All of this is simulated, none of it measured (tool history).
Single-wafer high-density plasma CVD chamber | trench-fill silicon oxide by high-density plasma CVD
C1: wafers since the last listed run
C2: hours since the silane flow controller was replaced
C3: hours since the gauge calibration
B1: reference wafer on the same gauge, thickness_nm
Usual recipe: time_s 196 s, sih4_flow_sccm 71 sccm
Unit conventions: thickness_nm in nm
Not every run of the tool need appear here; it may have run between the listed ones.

{"run": 1, "day": 0.0, "time_s": 196, "sih4_flow_sccm": 71, "C1": 0, "C2": 3378.7, "C3": 190.4, "B1": 1090.193, "thickness_nm": 1179.807}
{"run": 2, "day": 0.379, "time_s": 196, "sih4_flow_sccm": 71, "C1": 50, "C2": 3387.8, "C3": 199.5, "B1": 1090.042, "thickness_nm": 1180.5}
{"run": 3, "day": 0.971, "time_s": 196, "sih4_flow_sccm": 71, "C1": 78, "C2": 3402.0, "C3": 213.7, "B1": 1090.032, "thickness_nm": 1185.056}
{"run": 4, "day": 1.3, "time_s": 196, "sih4_flow_sccm": 71, "C1": 43, "C2": 3409.9, "C3": 221.6, "B1": 1089.868, "thickness_nm": 1181.282}
{"run": 5, "day": 1.6, "time_s": 196, "sih4_flow_sccm": 71, "C1": 39, "C2": 3417.1, "C3": 228.8, "B1": 1089.744, "thickness_nm": 1179.82}
{"run": 6, "day": 1.946, "time_s": 224, "sih4_flow_sccm": 71, "C1": 45, "C2": 3425.4, "C3": 237.1, "B1": 1089.956, "thickness_nm": 1351.725}
{"run": 7, "day": 2.583, "time_s": 224, "sih4_flow_sccm": 71, "C1": 84, "C2": 3440.7, "C3": 252.4, "B1": 1089.775, "thickness_nm": 1352.275}
{"run": 8, "day": 3.1, "time_s": 196, "sih4_flow_sccm": 71, "C1": 68, "C2": 3453.1, "C3": 264.8, "B1": 1089.972, "thickness_nm": 1177.869}
{"run": 9, "day": 3.433, "time_s": 196, "sih4_flow_sccm": 71, "C1": 44, "C2": 3461.1, "C3": 272.8, "B1": 1089.806, "thickness_nm": 1182.722}
{"run": 10, "day": 4.154, "time_s": 196, "sih4_flow_sccm": 71, "C1": 95, "C2": 3478.4, "C3": 290.1, "B1": 1089.894, "thickness_nm": 1181.879}
{"run": 11, "day": 4.538, "time_s": 196, "sih4_flow_sccm": 71, "C1": 50, "C2": 3487.6, "C3": 299.3, "B1": 1089.992, "thickness_nm": 1179.821}
{"run": 12, "day": 5.042, "time_s": 215, "sih4_flow_sccm": 82, "C1": 66, "C2": 3499.7, "C3": 311.4, "B1": 1090.032, "thickness_nm": 1441.028}
{"run": 13, "day": 5.517, "time_s": 215, "sih4_flow_sccm": 82, "C1": 63, "C2": 3511.1, "C3": 322.8, "B1": 1089.563, "thickness_nm": 1440.16}
{"run": 14, "day": 5.808, "time_s": 196, "sih4_flow_sccm": 71, "C1": 38, "C2": 3518.1, "C3": 329.8, "B1": 1090.437, "thickness_nm": 1179.79}
{"run": 15, "day": 6.242, "time_s": 196, "sih4_flow_sccm": 71, "C1": 57, "C2": 3528.5, "C3": 340.2, "B1": 1089.7, "thickness_nm": 1183.06}
{"run": 16, "day": 6.821, "time_s": 196, "sih4_flow_sccm": 71, "C1": 76, "C2": 3542.4, "C3": 354.1, "B1": 1089.563, "thickness_nm": 1175.935}
{"run": 17, "day": 7.2, "time_s": 196, "sih4_flow_sccm": 81, "C1": 50, "C2": 3551.5, "C3": 363.2, "B1": 1090.265, "thickness_nm": 1299.928}
{"day": 7.633, "done": "silane flow controller replaced"}
{"run": 18, "day": 7.762, "time_s": 196, "sih4_flow_sccm": 81, "C1": 30, "C2": 3.1, "C3": 376.7, "B1": 1089.742, "thickness_nm": 1357.711}
{"run": 19, "day": 8.288, "time_s": 196, "sih4_flow_sccm": 81, "C1": 69, "C2": 15.7, "C3": 389.3, "B1": 1090.409, "thickness_nm": 1361.56}
{"run": 20, "day": 8.875, "time_s": 196, "sih4_flow_sccm": 79, "C1": 78, "C2": 29.8, "C3": 403.4, "B1": 1089.964, "thickness_nm": 1339.144}
{"run": 21, "day": 9.329, "time_s": 196, "sih4_flow_sccm": 71, "C1": 60, "C2": 40.7, "C3": 414.3, "B1": 1090.212, "thickness_nm": 1236.524}
{"run": 22, "day": 9.854, "time_s": 196, "sih4_flow_sccm": 71, "C1": 69, "C2": 53.3, "C3": 426.9, "B1": 1089.822, "thickness_nm": 1235.457}
{"run": 23, "day": 10.296, "time_s": 196, "sih4_flow_sccm": 71, "C1": 58, "C2": 63.9, "C3": 437.5, "B1": 1089.833, "thickness_nm": 1233.054}
{"run": 24, "day": 10.933, "time_s": 229, "sih4_flow_sccm": 84, "C1": 84, "C2": 79.2, "C3": 452.8, "B1": 1090.055, "thickness_nm": 1630.586}
{"run": 25, "day": 11.588, "time_s": 225, "sih4_flow_sccm": 77, "C1": 86, "C2": 94.9, "C3": 468.5, "B1": 1090.189, "thickness_nm": 1505.184}
{"run": 26, "day": 11.862, "time_s": 171, "sih4_flow_sccm": 71, "C1": 36, "C2": 101.5, "C3": 475.1, "B1": 1089.926, "thickness_nm": 1076.742}
{"run": 27, "day": 12.438, "time_s": 233, "sih4_flow_sccm": 71, "C1": 76, "C2": 115.3, "C3": 488.9, "B1": 1090.189, "thickness_nm": 1467.72}
{"day": 12.829, "done": "gauge calibrated"}
{"run": 28, "day": 13.175, "time_s": 196, "sih4_flow_sccm": 58, "C1": 97, "C2": 133.0, "C3": 8.3, "B1": 1090.147, "thickness_nm": 1073.675}
{"run": 29, "day": 13.604, "time_s": 196, "sih4_flow_sccm": 85, "C1": 56, "C2": 143.3, "C3": 18.6, "B1": 1089.775, "thickness_nm": 1411.843}
{"run": 30, "day": 13.862, "time_s": 196, "sih4_flow_sccm": 71, "C1": 34, "C2": 149.5, "C3": 24.8, "B1": 1090.205, "thickness_nm": 1232.618}
{"run": 31, "day": 14.479, "time_s": 215, "sih4_flow_sccm": 82, "C1": 81, "C2": 164.3, "C3": 39.6, "B1": 1090.155, "thickness_nm": 1506.727}
{"run": 32, "day": 14.879, "time_s": 196, "sih4_flow_sccm": 71, "C1": 53, "C2": 173.9, "C3": 49.2, "B1": 1090.0, "thickness_nm": 1234.72}
{"run": 33, "day": 15.275, "time_s": 208, "sih4_flow_sccm": 62, "C1": 52, "C2": 183.4, "C3": 58.7, "B1": 1089.876, "thickness_nm": 1185.387}
{"run": 34, "day": 15.983, "time_s": 214, "sih4_flow_sccm": 71, "C1": 94, "C2": 200.4, "C3": 75.7, "B1": 1090.184, "thickness_nm": 1347.609}
{"run": 35, "day": 16.579, "time_s": 196, "sih4_flow_sccm": 75, "C1": 79, "C2": 214.7, "C3": 90.0, "B1": 1090.126, "thickness_nm": 1283.133}
{"run": 36, "day": 16.867, "time_s": 196, "sih4_flow_sccm": 71, "C1": 38, "C2": 221.6, "C3": 96.9, "B1": 1090.129, "thickness_nm": 1231.855}
{"run": 37, "day": 17.579, "time_s": 185, "sih4_flow_sccm": 78, "C1": 94, "C2": 238.7, "C3": 114.0, "B1": 1089.981, "thickness_nm": 1245.714}
{"run": 38, "day": 18.325, "time_s": 196, "sih4_flow_sccm": 71, "C1": 99, "C2": 256.6, "C3": 131.9, "B1": 1090.008, "thickness_nm": 1232.2}
{"run": 39, "day": 18.758, "time_s": 196, "sih4_flow_sccm": 61, "C1": 57, "C2": 267.0, "C3": 142.3, "B1": 1090.051, "thickness_nm": 1106.501}
{"run": 40, "day": 19.442, "time_s": 196, "sih4_flow_sccm": 71, "C1": 90, "C2": 283.4, "C3": 158.7, "B1": 1090.007, "thickness_nm": 1231.976}
{"run": 41, "day": 20.192, "time_s": 215, "sih4_flow_sccm": 67, "C1": 99, "C2": 301.4, "C3": 176.7, "B1": 1090.055, "thickness_nm": 1297.526}
{"run": 42, "day": 20.45, "time_s": 196, "sih4_flow_sccm": 71, "C1": 34, "C2": 307.6, "C3": 182.9, "B1": 1089.877, "thickness_nm": 1230.263}
{"run": 43, "day": 20.871, "time_s": 196, "sih4_flow_sccm": 76, "C1": 55, "C2": 317.7, "C3": 193.0, "B1": 1089.997, "thickness_nm": 1294.867}
{"run": 44, "day": 21.458, "time_s": 210, "sih4_flow_sccm": 64, "C1": 78, "C2": 331.8, "C3": 207.1, "B1": 1089.891, "thickness_nm": 1223.9}

Predict the results of run 45:
{"run": 45, "day": 22.442, "time_s": 224, "sih4_flow_sccm": 71, "C1": 130, "C2": 355.4, "C3": 230.7, "B1": "?", "thickness_nm": "?"}

{"run 45": {"B1": 1090.097, "thickness_nm": 1403.14}}
Without the tool's hidden state the same run would have given thickness_nm 1408.385 nm.
